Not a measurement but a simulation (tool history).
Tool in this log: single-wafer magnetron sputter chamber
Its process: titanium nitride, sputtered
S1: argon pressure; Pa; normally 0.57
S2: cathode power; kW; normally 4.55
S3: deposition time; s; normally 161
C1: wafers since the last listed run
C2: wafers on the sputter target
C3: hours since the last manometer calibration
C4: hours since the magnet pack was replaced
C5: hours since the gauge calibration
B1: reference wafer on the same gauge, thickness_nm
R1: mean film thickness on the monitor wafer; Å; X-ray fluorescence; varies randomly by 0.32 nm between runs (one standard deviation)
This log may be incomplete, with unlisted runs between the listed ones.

run	hour	S1	S2	S3	C1	C2	C3	C4	C5	B1	R1
1	0	0.57	4.55	161	0	5287	1082.7	5038.3	2745.6	119.983	1361.33
2	97.2	0.57	4.55	161	860	6147	1179.9	5135.5	2842.8	120.078	1348.63
# hour 152.8: sputter target and shields replaced
3	169.4	0.57	4.55	161	568	146	1252.1	5207.7	2915	119.972	1362.91
4	275.5	0.57	4.55	161	938	1085	1358.2	5313.8	3021.1	120.065	1365.2
5	359	0.57	4.55	161	738	1824	1441.7	5397.3	3104.6	120.074	1368.42
6	408.5	0.57	4.55	161	438	2262	1491.2	5446.8	3154.1	119.952	1361.85
7	587.2	0.57	4.55	161	1581	3843	1669.9	5625.5	3332.8	120.063	1357.04
8	693.8	0.57	4.55	161	943	4787	1776.5	5732.1	3439.4	119.925	1361.32
9	731.5	0.57	4.55	161	333	5120	1814.2	5769.8	3477.1	119.9	1354.31
10	776.2	0.57	4.55	161	395	5516	1858.9	5814.5	3521.8	119.955	1355.16
11	868.7	0.471	4.55	151	818	6335	1951.4	5907	3614.3	120.017	1301.79
# hour 878.5: capacitance manometer re-zeroed and calibrated
12	938.3	0.57	5.4	190	545	6880	59.8	5976.6	3683.9	120.007	1826.92
13	1020.4	0.745	4.55	161	726	7606	141.9	6058.7	3766	119.972	1304.86
# hour 1036.6: sputter target and shields replaced
14	1076.5	0.57	4.55	161	425	353	198	6114.8	3822.1	120.081	1363.67
15	1181.8	0.349	3.95	177	931	1285	303.3	6220.1	3927.4	120.007	1424.06
# hour 1232.2: gauge calibrated
16	1254.7	0.57	4.9	161	645	1930	376.2	6293	22.5	120.024	1441.24
# hour 1317.4: magnet pack replaced
17	1333.5	0.731	4.55	161	626	2556	455	16.1	101.3	119.995	1315.99
18	1392.2	0.789	3.9	176	519	3076	513.7	74.8	160	120	1263.15
19	1470.5	0.57	4.55	161	692	3769	592	153.1	238.3	120.053	1360.08
20	1528.9	0.57	4.55	161	516	4286	650.4	211.5	296.7	120.02	1359.57
21	1632.2	0.57	4.55	161	914	5200	753.7	314.8	400	119.967	1351.53
22	1670	0.57	4.15	142	334	5534	791.5	352.6	437.8	120.031	1120.13
23	1766.8	0.679	4.05	139	856	6391	888.3	449.4	534.6	120.113	1050.74
24	1808.5	0.57	3.65	174	369	6760	930	491.1	576.3	119.972	1246.22
25	1863.2	0.57	3.5	176	484	7244	984.7	545.8	631	120.044	1227.74
26	1914	0.769	3.7	161	449	7693	1035.5	596.6	681.8	120.014	1111.94
# hour 1933.5: sputter target and shields replaced
27	1987.5	0.681	3.9	161	579	478	1109	670.1	755.3	120.001	1195.14
28	2027.8	0.57	4.55	186	356	834	1149.3	710.4	795.6	119.965	1580.2
29	2109.2	0.467	4.55	161	720	1554	1230.7	791.8	877	120.012	1393.18
30	2153.5	0.57	4.55	161	392	1947	1275	836.1	921.3	119.954	1364.81
31	2390.1	0.57	4.55	161	2093	4040	1511.6	1072.7	1157.9	120.012	1364.79
32	2471.3	0.419	4.55	171	718	4759	1592.8	1153.9	1239.1	119.99	1499.62

The next listed run, before its measurement:
33	2556.8	0.57	5.3	130	756	5515	1678.3	1239.4	1324.6	?	?

B1: 119.968
R1: 1226.96 Å
With no hidden state in the tool, this same run would have given R1 1236.09 Å.
